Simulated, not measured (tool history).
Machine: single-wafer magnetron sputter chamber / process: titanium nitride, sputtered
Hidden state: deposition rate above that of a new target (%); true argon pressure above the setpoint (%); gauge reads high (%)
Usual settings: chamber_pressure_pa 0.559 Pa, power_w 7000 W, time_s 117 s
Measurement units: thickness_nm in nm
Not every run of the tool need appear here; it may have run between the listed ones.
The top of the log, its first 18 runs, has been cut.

run   hour  chamber_pressure_pa  power_w  time_s  wafers since the last listed run  wafers on the sputter target  hours since the last manometer calibration  hours since the magnet pack was replaced  hours since the gauge calibration  read-back reference wafer on the same gauge, thickness_nm  thickness_nm
 19  272.3                0.559     7850      94                               204                           250                                        16.8                                      36.5                              369.7                                                    134.035       115.413
 20  287.8                0.559     7000     117                               231                           481                                        32.3                                        52                              385.2                                                    134.063       133.652
 21  295.3                0.752     8050     117                               111                           592                                        39.8                                      59.5                              392.7                                                    133.852        135.89
 22  304.6                0.559     7000     117                               138                           731                                        49.1                                      68.8                                402                                                    134.136       132.878
 23  320.2                0.437     5600     117                               232                           963                                        64.7                                      84.4                              417.6                                                    134.182       117.825
 24  334.2                0.388     8100     117                               208                          1172                                        78.7                                      98.4                              431.6                                                    134.339       158.966
     346.8  -- gauge calibrated
 25  347.2                0.754     8450     135                               193                          1366                                        91.7                                     111.4                                0.4                                                    134.365       162.406
 26  356.2                0.725     5450     117                               134                          1500                                       100.7                                     120.4                                9.4                                                    134.028       104.308
 27  367.8                0.559     7950     103                               172                          1673                                       112.3                                       132                                 21                                                    134.145       129.248
 28  382.6                0.484     6200     138                               220                          1893                                       127.1                                     146.8                               35.8                                                    134.044       145.633
 29  392.9                0.559     8750     117                               153                          2047                                       137.4                                     157.1                               46.1                                                    134.186       156.926
 30  405.7                0.744     8400     131                               190                          2238                                       150.2                                     169.9                               58.9                                                    133.934       157.092
 31  414.5                0.559     6050     117                               131                          2369                                         159                                     178.7                               67.7                                                    133.929       118.419
 32  428.3                0.559     7000     117                               205                          2575                                       172.8                                     192.5                               81.5                                                    134.016       130.508
 33  442.3                0.468     7000     101                               208                          2783                                       186.8                                     206.5                               95.5                                                    134.243       119.096
 34  457.8                0.559     7000     117                               231                          3014                                       202.3                                       222                                111                                                    133.985       131.886
 35  467.4                 0.65     5400     140                               143                          3157                                       211.9                                     231.6                              120.6                                                    134.227       127.365
 36  476.5                0.398     8600     117                               135                          3293                                         221                                     240.7                              129.7                                                    134.071       167.085

3 options for the next run, each taken on its own from the tool as it stands now. Forecast them:
  A  476.9                0.559     8250     117                                 5                          3299                                       221.4                                     241.1                              130.1                                                          ?             ?
  B  476.9                0.559     6500     117                                 5                          3299                                       221.4                                     241.1                              130.1                                                          ?             ?
  C  476.9                0.559     5750      99                                 5                          3299                                       221.4                                     241.1                              130.1                                                          ?             ?

run  read-back reference wafer on the same gauge, thickness_nm  thickness_nm
  A                                                    133.852       149.389
  B                                                    133.852       124.665
  C                                                    133.852        96.519
The same runs, with their run-to-run variation unchanged, on a tool lacking any hidden condition would have given:
run  thickness_nm
  A       150.218
  B       125.356
  C        97.054
